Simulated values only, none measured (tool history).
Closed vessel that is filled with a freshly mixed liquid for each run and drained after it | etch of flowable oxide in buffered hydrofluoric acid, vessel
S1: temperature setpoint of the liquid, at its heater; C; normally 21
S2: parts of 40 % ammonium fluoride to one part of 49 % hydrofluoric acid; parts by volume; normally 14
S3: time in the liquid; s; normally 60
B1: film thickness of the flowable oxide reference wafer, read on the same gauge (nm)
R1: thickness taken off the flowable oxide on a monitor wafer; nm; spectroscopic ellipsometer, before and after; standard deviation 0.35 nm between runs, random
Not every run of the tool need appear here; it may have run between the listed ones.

{"run": 1, "hour": 0.0, "S1": 21, "S2": 14, "S3": 60, "B1": 119.99, "R1": 90.47}
{"run": 2, "hour": 64.0, "S1": 21, "S2": 14, "S3": 60, "B1": 120, "R1": 91.39}
{"run": 3, "hour": 167.8, "S1": 21, "S2": 16.5, "S3": 60, "B1": 120.01, "R1": 77.81}
{"run": 4, "hour": 245.4, "S1": 21, "S2": 16, "S3": 60, "B1": 119.99, "R1": 79.9}
{"run": 5, "hour": 297.0, "S1": 21, "S2": 14, "S3": 60, "B1": 119.99, "R1": 91.88}
{"run": 6, "hour": 357.4, "S1": 21, "S2": 14, "S3": 60, "B1": 120.01, "R1": 91.69}
{"run": 7, "hour": 420.0, "S1": 21, "S2": 14, "S3": 60, "B1": 120.01, "R1": 91.68}
{"run": 8, "hour": 456.8, "S1": 21, "S2": 17.5, "S3": 60, "B1": 120.01, "R1": 73.92}
{"run": 9, "hour": 563.4, "S1": 21, "S2": 14, "S3": 60, "B1": 120, "R1": 91.84}
{"run": 10, "hour": 620.1, "S1": 21, "S2": 14, "S3": 60, "B1": 120, "R1": 92.06}
{"run": 11, "hour": 727.5, "S1": 21, "S2": 14, "S3": 60, "B1": 120.01, "R1": 92.54}
{"hour": 741.4, "done": "hydrofluoric acid flow meter replaced"}
{"run": 12, "hour": 804.6, "S1": 21, "S2": 18, "S3": 60, "B1": 120.02, "R1": 69.46}
{"run": 13, "hour": 851.2, "S1": 21, "S2": 18, "S3": 60, "B1": 120.02, "R1": 69.61}
{"run": 14, "hour": 905.8, "S1": 22.5, "S2": 9.5, "S3": 45, "B1": 120.01, "R1": 103.96}
{"hour": 915.3, "done": "gauge calibrated"}
{"run": 15, "hour": 1005.0, "S1": 19, "S2": 14, "S3": 60, "B1": 120, "R1": 80.12}
{"hour": 1039.6, "done": "thermometer replaced"}
{"run": 16, "hour": 1072.6, "S1": 21, "S2": 19, "S3": 80, "B1": 120.03, "R1": 88.29}
{"run": 17, "hour": 1174.6, "S1": 21, "S2": 14, "S3": 60, "B1": 120, "R1": 89.72}
{"run": 18, "hour": 1274.3, "S1": 17, "S2": 14, "S3": 35, "B1": 120.01, "R1": 41.75}
{"run": 19, "hour": 1313.0, "S1": 21, "S2": 14, "S3": 60, "B1": 119.99, "R1": 90.14}
{"run": 20, "hour": 1368.7, "S1": 21, "S2": 12, "S3": 60, "B1": 119.99, "R1": 104.48}
{"run": 21, "hour": 1454.6, "S1": 21, "S2": 14, "S3": 60, "B1": 119.97, "R1": 90.14}
{"run": 22, "hour": 1494.4, "S1": 21, "S2": 14, "S3": 60, "B1": 120.01, "R1": 90.19}
{"run": 23, "hour": 1540.6, "S1": 21, "S2": 14, "S3": 60, "B1": 120.01, "R1": 90.15}
{"run": 24, "hour": 1576.6, "S1": 19.5, "S2": 10, "S3": 60, "B1": 120.01, "R1": 114.95}
{"run": 25, "hour": 1628.1, "S1": 26, "S2": 18, "S3": 50, "B1": 120.01, "R1": 77.59}
{"run": 26, "hour": 1690.8, "S1": 23.5, "S2": 9.5, "S3": 45, "B1": 120, "R1": 110.92}

Exercise: give the hidden state of the tool at every run:
liquid colder than its thermometer reads (K): 0 across all the runs
gauge reads high (%): 0 across all the runs
H1: hydrofluoric acid flow above the setpoint (%)
run=1 H1=2.61
run=2 H1=2.76
run=3 H1=3
run=4 H1=3.18
run=5 H1=3.3
run=6 H1=3.44
run=7 H1=3.58
run=8 H1=3.67
run=9 H1=3.91
run=10 H1=4.05
run=11 H1=4.29
run=12 H1=0.156
run=13 H1=0.263
run=14 H1=0.39
run=15 H1=0.619
run=16 H1=0.775
run=17 H1=1.01
run=18 H1=1.24
run=19 H1=1.33
run=20 H1=1.46
run=21 H1=1.66
run=22 H1=1.75
run=23 H1=1.85
run=24 H1=1.94
run=25 H1=2.06
run=26 H1=2.2
